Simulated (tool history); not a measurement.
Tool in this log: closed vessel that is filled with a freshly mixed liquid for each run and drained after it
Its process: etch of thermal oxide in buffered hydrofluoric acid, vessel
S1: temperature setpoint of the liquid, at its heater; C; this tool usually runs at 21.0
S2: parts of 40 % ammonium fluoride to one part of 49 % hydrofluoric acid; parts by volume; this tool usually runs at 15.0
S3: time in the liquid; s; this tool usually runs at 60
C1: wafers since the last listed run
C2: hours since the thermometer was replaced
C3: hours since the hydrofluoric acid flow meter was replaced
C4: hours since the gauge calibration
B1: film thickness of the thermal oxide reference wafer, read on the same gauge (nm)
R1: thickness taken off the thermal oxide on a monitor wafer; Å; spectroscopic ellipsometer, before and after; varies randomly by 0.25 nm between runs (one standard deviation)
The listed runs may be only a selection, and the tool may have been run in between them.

run   hour    S1    S2  S3    C1      C2      C3     C4      B1     R1
  1    0.0  21.0  15.0  60     0  2661.5  1681.0   29.2  119.98  363.4
  2    7.4  21.0  15.0  60   609  2668.9  1688.4   36.6  119.94  362.6
  3   14.3  24.0  15.0  60   568  2675.8  1695.3   43.5  119.99  422.6
  4   27.9  24.0  15.0  60  1120  2689.4  1708.9   57.1  120.01  425.4
  5   69.7  21.0  15.0  50  3445  2731.2  1750.7   98.9  119.98  301.1
  6   85.5  21.0  15.0  60  1302  2747.0  1766.5  114.7  120.00  358.3
  7  102.2  21.0  12.0  60  1376  2763.7  1783.2  131.4  119.98  450.2
  8  114.3  21.0  13.5  60   997  2775.8  1795.3  143.5  120.00  394.4
  9  131.3  21.0  15.0  45  1401  2792.8  1812.3  160.5  120.01  266.0
     142.7  -- hydrofluoric acid flow meter replaced
 10  147.4  21.0  15.0  45  1244  2808.9     4.7  176.6  120.02  303.7
 11  157.0  21.0  15.0  45   791  2818.5    14.3  186.2  119.99  304.4
 12  166.5  21.0  15.0  60   783  2828.0    23.8  195.7  120.01  408.0
 13  173.8  21.0  15.0  60   601  2835.3    31.1  203.0  120.03  408.6
 14  191.5  21.0  15.0  60  1458  2853.0    48.8  220.7  120.01  406.4
 15  198.8  19.0  11.0  40   601  2860.3    56.1  228.0  119.99  327.0
 16  207.8  21.0   9.0  35   741  2869.3    65.1  237.0  120.02  375.9
     213.1  -- thermometer replaced
 17  223.7  21.0  15.0  60  1228    10.6    81.0  252.9  120.04  404.3
 18  239.4  21.0  15.0  60  1294    26.3    96.7  268.6  120.00  405.2
 19  248.8  24.5  15.0  45   774    35.7   106.1  278.0  120.00  363.6
 20  259.2  21.0  10.5  90   857    46.1   116.5  288.4  120.01  853.7
 21  267.2  17.0  15.0  85   659    54.1   124.5  296.4  119.97  456.4
 22  281.6  23.5  15.0  60  1186    68.5   138.9  310.8  119.98  463.5
 23  296.2  21.0   9.0  60  1203    83.1   153.5  325.4  119.97  643.2
     302.6  -- gauge calibrated
 24  306.3  18.0  16.5  60   832    93.2   163.6    3.7  120.04  309.9
 25  314.2  21.0  15.0  60   651   101.1   171.5   11.6  120.02  396.2
 26  326.5  21.0  15.0  60  1013   113.4   183.8   23.9  120.00  395.7

Expected results for the next run?
 27  336.3  21.0  15.0  75  807  123.2  193.6  33.7   ?   ?

{"run 27": {"B1": 120.01, "R1": 500.6}}
The same run, on a tool lacking any hidden state, would have yielded R1 511.1 Å.
